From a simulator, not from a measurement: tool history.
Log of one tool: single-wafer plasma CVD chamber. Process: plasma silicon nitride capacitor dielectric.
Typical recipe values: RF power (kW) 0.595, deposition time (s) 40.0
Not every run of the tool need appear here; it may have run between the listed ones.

run     day  RF power (kW)  deposition time (s)  read-back reference wafer on the same gauge, thickness_nm  mean film thickness on the monitor wafer (Å)
  1   0.000          0.595                 42.1                                                     72.107                                        761.95
  2   2.483          0.595                 42.1                                                     72.173                                        764.08
  3   6.904          0.595                 40.0                                                     72.125                                        726.76
      7.404  -- RF generator calibrated
     10.242  -- gauge calibrated
  4  10.362          0.665                 40.0                                                     72.124                                        742.10
  5  13.408          0.595                 40.0                                                     72.035                                        725.16
  6  15.012          0.595                 40.0                                                     72.078                                        720.43
  7  24.371          0.595                 40.0                                                     72.110                                        725.64
  8  27.746          0.595                 40.0                                                     72.051                                        723.91
  9  31.362          0.595                 40.0                                                     72.142                                        726.91
 10  34.104          0.595                 40.0                                                     72.106                                        723.75
 11  35.792          0.595                 40.0                                                     72.033                                        723.93
 12  38.717          0.595                 40.0                                                     72.128                                        725.48
 13  42.546          0.595                 40.0                                                     71.982                                        726.95
 14  45.554          0.560                 45.4                                                     72.080                                        815.42
 15  49.304          0.700                 40.0                                                     72.165                                        755.66
 16  51.267          0.500                 40.0                                                     72.149                                        699.10
     51.871  -- RF generator calibrated
 17  53.717          0.595                 46.4                                                     72.103                                        840.51
     56.638  -- showerhead replaced
 18  57.358          0.500                 40.0                                                     72.101                                        699.06
 19  60.583          0.675                 34.8                                                     72.098                                        644.24
 20  62.962          0.670                 32.5                                                     72.154                                        606.05
     65.738  -- gauge calibrated
 21  67.242          0.560                 45.4                                                     72.088                                        814.97
 22  71.192          0.710                 42.6                                                     72.100                                        803.73
 23  74.596          0.650                 36.7                                                     71.992                                        678.29
 24  85.283          0.485                 42.7                                                     72.059                                        743.87
 25  89.442          0.595                 40.0                                                     72.081                                        724.29
     93.112  -- RF generator calibrated
 26  93.350          0.490                 43.5                                                     72.061                                        757.36
 27  97.429          0.595                 32.1                                                     72.087                                        582.50

Branching from run 27: 4 alternative next runs. What would each branch give?
  A  97.446          0.550                 40.0                                                          ?                                             ?
  B  97.446          0.525                 44.5                                                          ?                                             ?
  C  97.446          0.595                 34.9                                                          ?                                             ?
  D  97.446          0.595                 33.6                                                          ?                                             ?

run  read-back reference wafer on the same gauge, thickness_nm  mean film thickness on the monitor wafer (Å)
  A                                                     72.100                                        717.21
  B                                                     72.100                                        790.22
  C                                                     72.100                                        636.26
  D                                                     72.100                                        612.56
Without the tool's hidden state the same runs would have given:
run  mean film thickness on the monitor wafer (Å)
  A                                        717.21
  B                                        790.22
  C                                        636.26
  D                                        612.56

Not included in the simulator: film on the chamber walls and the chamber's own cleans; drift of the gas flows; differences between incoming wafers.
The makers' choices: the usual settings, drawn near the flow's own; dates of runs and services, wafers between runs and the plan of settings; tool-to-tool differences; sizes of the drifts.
